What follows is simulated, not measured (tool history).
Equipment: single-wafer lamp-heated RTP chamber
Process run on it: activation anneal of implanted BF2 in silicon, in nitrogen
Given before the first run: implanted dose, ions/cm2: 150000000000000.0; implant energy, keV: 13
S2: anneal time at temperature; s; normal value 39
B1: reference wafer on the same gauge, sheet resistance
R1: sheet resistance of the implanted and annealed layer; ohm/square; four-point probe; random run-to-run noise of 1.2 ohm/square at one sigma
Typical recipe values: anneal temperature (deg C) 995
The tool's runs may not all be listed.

{"run": 1, "hour": 0.0, "anneal temperature (deg C)": 995, "S2": 39, "B1": 688.24, "R1": 773.06}
{"run": 2, "hour": 48.7, "anneal temperature (deg C)": 995, "S2": 39, "B1": 687.79, "R1": 772.83}
{"run": 3, "hour": 114.1, "anneal temperature (deg C)": 995, "S2": 39, "B1": 687.98, "R1": 770.73}
{"run": 4, "hour": 138.7, "anneal temperature (deg C)": 995, "S2": 39, "B1": 687.77, "R1": 771.8}
{"run": 5, "hour": 174.4, "anneal temperature (deg C)": 995, "S2": 39, "B1": 687.72, "R1": 771.13}
{"run": 6, "hour": 208.6, "anneal temperature (deg C)": 995, "S2": 39, "B1": 688.17, "R1": 772.07}
{"hour": 236.5, "done": "pyrometer window cleaned and pyrometer calibrated"}
{"run": 7, "hour": 239.3, "anneal temperature (deg C)": 995, "S2": 39, "B1": 688.12, "R1": 773.38}
{"run": 8, "hour": 274.0, "anneal temperature (deg C)": 995, "S2": 39, "B1": 688.41, "R1": 774.26}
{"run": 9, "hour": 308.1, "anneal temperature (deg C)": 995, "S2": 39, "B1": 688.4, "R1": 774.03}
{"run": 10, "hour": 332.9, "anneal temperature (deg C)": 995, "S2": 39, "B1": 688.4, "R1": 775.92}
{"run": 11, "hour": 400.3, "anneal temperature (deg C)": 995, "S2": 39, "B1": 688.18, "R1": 772.21}
{"run": 12, "hour": 445.6, "anneal temperature (deg C)": 976, "S2": 54, "B1": 688.33, "R1": 774.52}
{"run": 13, "hour": 512.7, "anneal temperature (deg C)": 995, "S2": 39, "B1": 688.05, "R1": 774.62}
{"run": 14, "hour": 539.2, "anneal temperature (deg C)": 979, "S2": 27, "B1": 687.51, "R1": 782.31}
{"run": 15, "hour": 576.4, "anneal temperature (deg C)": 969, "S2": 26, "B1": 687.95, "R1": 784.83}
{"run": 16, "hour": 647.9, "anneal temperature (deg C)": 1015, "S2": 33, "B1": 687.81, "R1": 765.62}
{"run": 17, "hour": 697.7, "anneal temperature (deg C)": 984, "S2": 58, "B1": 688.25, "R1": 764.9}
{"hour": 723.6, "done": "pyrometer window cleaned and pyrometer calibrated"}
{"hour": 728.2, "done": "gauge calibrated"}
{"run": 18, "hour": 740.8, "anneal temperature (deg C)": 995, "S2": 39, "B1": 687.86, "R1": 775.08}
{"run": 19, "hour": 777.5, "anneal temperature (deg C)": 980, "S2": 46, "B1": 687.76, "R1": 775.9}
{"run": 20, "hour": 817.5, "anneal temperature (deg C)": 995, "S2": 39, "B1": 687.77, "R1": 771.92}
{"hour": 882.5, "done": "reflector plate cleaned"}
{"run": 21, "hour": 883.0, "anneal temperature (deg C)": 995, "S2": 39, "B1": 688.06, "R1": 773.74}
{"run": 22, "hour": 906.9, "anneal temperature (deg C)": 1016, "S2": 52, "B1": 688.48, "R1": 757.12}
{"run": 23, "hour": 949.0, "anneal temperature (deg C)": 995, "S2": 39, "B1": 687.71, "R1": 773.88}
{"run": 24, "hour": 1020.9, "anneal temperature (deg C)": 995, "S2": 39, "B1": 688.55, "R1": 773.29}
{"run": 25, "hour": 1089.1, "anneal temperature (deg C)": 967, "S2": 21, "B1": 688.03, "R1": 788.7}
{"run": 26, "hour": 1115.9, "anneal temperature (deg C)": 980, "S2": 60, "B1": 688.1, "R1": 766.53}
{"run": 27, "hour": 1184.6, "anneal temperature (deg C)": 1003, "S2": 55, "B1": 688.02, "R1": 759}
{"run": 28, "hour": 1216.3, "anneal temperature (deg C)": 975, "S2": 20, "B1": 687.6, "R1": 785.4}
{"run": 29, "hour": 1263.2, "anneal temperature (deg C)": 995, "S2": 39, "B1": 687.93, "R1": 770.07}
{"hour": 1284.4, "done": "pyrometer window cleaned and pyrometer calibrated"}
{"run": 30, "hour": 1311.3, "anneal temperature (deg C)": 995, "S2": 39, "B1": 687.96, "R1": 773.22}
{"run": 31, "hour": 1375.9, "anneal temperature (deg C)": 1019, "S2": 17, "B1": 688.73, "R1": 780.67}
{"run": 32, "hour": 1441.3, "anneal temperature (deg C)": 1011, "S2": 28, "B1": 688.05, "R1": 773.12}
{"run": 33, "hour": 1482.3, "anneal temperature (deg C)": 995, "S2": 39, "B1": 687.74, "R1": 773.04}
{"run": 34, "hour": 1518.2, "anneal temperature (deg C)": 995, "S2": 29, "B1": 688.15, "R1": 777.28}
{"run": 35, "hour": 1554.1, "anneal temperature (deg C)": 1008, "S2": 60, "B1": 687.91, "R1": 754.2}
{"run": 36, "hour": 1602.6, "anneal temperature (deg C)": 979, "S2": 27, "B1": 687.3, "R1": 782.89}

What if the next run were any one of these 5? Each begins from the tool's condition after run 36:
{"run": "A", "hour": 1603.0, "anneal temperature (deg C)": 995, "S2": 39, "B1": "?", "R1": "?"}
{"run": "B", "hour": 1603.0, "anneal temperature (deg C)": 1021, "S2": 54, "B1": "?", "R1": "?"}
{"run": "C", "hour": 1603.0, "anneal temperature (deg C)": 995, "S2": 19, "B1": "?", "R1": "?"}
{"run": "D", "hour": 1603.0, "anneal temperature (deg C)": 1023, "S2": 48, "B1": "?", "R1": "?"}
{"run": "E", "hour": 1603.0, "anneal temperature (deg C)": 976, "S2": 61, "B1": "?", "R1": "?"}

run=A B1=688 R1=772.9
run=B B1=688 R1=750.56
run=C B1=688 R1=785.7
run=D B1=688 R1=753.17
run=E B1=688 R1=771.21
The same runs, with their run-to-run variation unchanged, on a tool lacking any hidden condition would have given:
run=A R1=776.37
run=B R1=756.03
run=C R1=787.7
run=D R1=758.46
run=E R1=775.44
